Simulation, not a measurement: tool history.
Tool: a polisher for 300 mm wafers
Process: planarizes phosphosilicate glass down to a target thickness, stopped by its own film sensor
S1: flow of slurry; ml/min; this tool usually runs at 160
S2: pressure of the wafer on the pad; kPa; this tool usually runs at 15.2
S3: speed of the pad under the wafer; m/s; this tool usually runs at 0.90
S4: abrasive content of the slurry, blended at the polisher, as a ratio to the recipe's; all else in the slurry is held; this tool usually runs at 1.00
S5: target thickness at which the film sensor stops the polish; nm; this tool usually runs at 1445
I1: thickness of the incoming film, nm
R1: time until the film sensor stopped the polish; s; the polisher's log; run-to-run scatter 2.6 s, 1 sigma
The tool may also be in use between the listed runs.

run 1 hour=0.0 | S1=125 S2=15.2 S3=0.64 S4=1.00 S5=1445 | I1=2234.1 | R1=174.4
-- hour=25.3 conditioning disc replaced and pad reconditioned
run 2 hour=28.1 | S1=160 S2=15.2 S3=0.90 S4=1.00 S5=1445 | I1=2255.9 | R1=147.8
run 3 hour=45.2 | S1=160 S2=15.2 S3=0.90 S4=1.00 S5=1445 | I1=2265.0 | R1=144.8
run 4 hour=59.0 | S1=160 S2=15.2 S3=0.90 S4=1.00 S5=1445 | I1=2271.0 | R1=151.8
run 5 hour=83.6 | S1=160 S2=15.2 S3=0.90 S4=0.80 S5=1445 | I1=2246.1 | R1=161.5
run 6 hour=98.2 | S1=160 S2=15.2 S3=0.90 S4=1.00 S5=1445 | I1=2243.5 | R1=144.1
-- hour=114.4 slurry blender recalibrated
-- hour=122.1 worn pad replaced by a new one
run 7 hour=123.5 | S1=160 S2=15.2 S3=0.90 S4=1.00 S5=1445 | I1=2240.7 | R1=136.8
run 8 hour=157.7 | S1=160 S2=15.2 S3=0.90 S4=1.00 S5=1445 | I1=2255.8 | R1=138.2
-- hour=168.1 slurry nozzle cleaned
run 9 hour=189.3 | S1=160 S2=13.1 S3=1.08 S4=0.85 S5=1710 | I1=2242.6 | R1=106.3
run 10 hour=218.2 | S1=160 S2=15.2 S3=0.90 S4=1.10 S5=1445 | I1=2233.1 | R1=126.5
-- hour=298.3 conditioning disc replaced and pad reconditioned
-- hour=299.2 head pressure recalibrated
-- hour=299.6 worn pad replaced by a new one, of another model than before
run 11 hour=307.6 | S1=160 S2=15.2 S3=0.90 S4=1.00 S5=1445 | I1=2261.5 | R1=144.9
-- hour=321.6 slurry blender recalibrated
run 12 hour=333.9 | S1=160 S2=15.2 S3=0.90 S4=1.00 S5=1445 | I1=2274.8 | R1=144.8
run 13 hour=356.0 | S1=160 S2=19.3 S3=0.90 S4=1.15 S5=1445 | I1=2235.2 | R1=119.9
run 14 hour=382.3 | S1=215 S2=11.0 S3=0.90 S4=1.25 S5=1445 | I1=2285.1 | R1=157.3
run 15 hour=414.4 | S1=205 S2=13.1 S3=0.90 S4=1.00 S5=1636 | I1=2208.0 | R1=110.1
run 16 hour=426.6 | S1=195 S2=17.2 S3=0.76 S4=1.00 S5=1696 | I1=2247.2 | R1=98.7

3 options for the next run, each taken on its own from the tool as it stands now. Forecast them:
run A hour=427.1 | S1=205 S2=15.2 S3=0.90 S4=1.00 S5=1445 | I1=2196.9 | R1=?
run B hour=427.1 | S1=160 S2=15.2 S3=0.66 S4=1.00 S5=1445 | I1=2196.9 | R1=?
run C hour=427.1 | S1=105 S2=15.2 S3=0.90 S4=1.00 S5=1652 | I1=2196.9 | R1=?

run=A R1=132.0
run=B R1=148.5
run=C R1=101.9
The same runs, with their run-to-run variation unchanged, on a tool lacking any hidden condition would have given:
run=A R1=133.8
run=B R1=150.5
run=C R1=103.3

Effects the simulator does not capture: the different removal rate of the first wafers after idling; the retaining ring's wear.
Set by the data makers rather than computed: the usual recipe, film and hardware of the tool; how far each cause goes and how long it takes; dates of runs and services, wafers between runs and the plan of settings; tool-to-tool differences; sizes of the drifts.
